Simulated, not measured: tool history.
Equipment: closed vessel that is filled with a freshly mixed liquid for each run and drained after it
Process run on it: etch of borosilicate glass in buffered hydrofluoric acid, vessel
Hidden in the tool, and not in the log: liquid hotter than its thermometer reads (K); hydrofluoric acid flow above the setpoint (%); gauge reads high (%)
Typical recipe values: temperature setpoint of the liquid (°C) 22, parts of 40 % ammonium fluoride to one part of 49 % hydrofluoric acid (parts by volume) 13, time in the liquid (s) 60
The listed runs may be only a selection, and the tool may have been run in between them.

run,hour,temperature setpoint of the liquid (°C),parts of 40 % ammonium fluoride to one part of 49 % hydrofluoric acid (parts by volume),time in the liquid (s),wafers since the last listed run,hours since the thermometer was replaced,hours since the hydrofluoric acid flow meter was replaced,hours since the gauge calibration,"read-back film thickness of the borosilicate glass reference wafer, read on the same gauge (nm)",thickness taken off the borosilicate glass on a monitor wafer (angstrom)
1,0,22,16.5,40,0,1203.3,2533.9,44.6,59.95,286.9
2,7.6,22,16.5,40,544,1210.9,2541.5,52.2,60.02,285.6
3,14.6,22,16.5,40,501,1217.9,2548.5,59.2,59.98,286.1
4,20.9,22,12,60,451,1224.2,2554.8,65.5,59.99,587.1
5,36.8,22,12,60,1138,1240.1,2570.7,81.4,59.98,593.9
6,43.9,22,13,60,508,1247.2,2577.8,88.5,59.98,548.9
7,56.7,22,13,60,916,1260,2590.6,101.3,60.01,541.5
8,69,22,13,60,880,1272.3,2602.9,113.6,60.04,544.6
# hour 70.7: hydrofluoric acid flow meter replaced
9,75.2,20.5,18,60,372,1278.5,4.5,119.8,59.94,365.4
10,88.5,22,13,60,952,1291.8,17.8,133.1,59.99,548.5
# hour 90.5: gauge calibrated
11,105.5,19.5,17.5,40,1217,1308.8,34.8,15,60,237.7
12,113.5,22,16.5,40,572,1316.8,42.8,23,60.01,288
13,125.2,23.5,13,60,837,1328.5,54.5,34.7,59.97,593.5
# hour 133.3: thermometer replaced
14,136.9,18.5,9,60,766,3.6,66.2,46.4,60,544.5

Run 15, settings as shown, results not yet in. Your forecast:
15,152.2,22,13,45,1095,18.9,81.5,61.7,?,?

{"run 15": {"read-back film thickness of the borosilicate glass reference wafer, read on the same gauge (nm)": 59.97, "thickness taken off the borosilicate glass on a monitor wafer (angstrom)": 358.4}}
If the tool had no hidden condition, the same run with the same run-to-run variation would have returned thickness taken off the borosilicate glass on a monitor wafer (angstrom) 356.1.

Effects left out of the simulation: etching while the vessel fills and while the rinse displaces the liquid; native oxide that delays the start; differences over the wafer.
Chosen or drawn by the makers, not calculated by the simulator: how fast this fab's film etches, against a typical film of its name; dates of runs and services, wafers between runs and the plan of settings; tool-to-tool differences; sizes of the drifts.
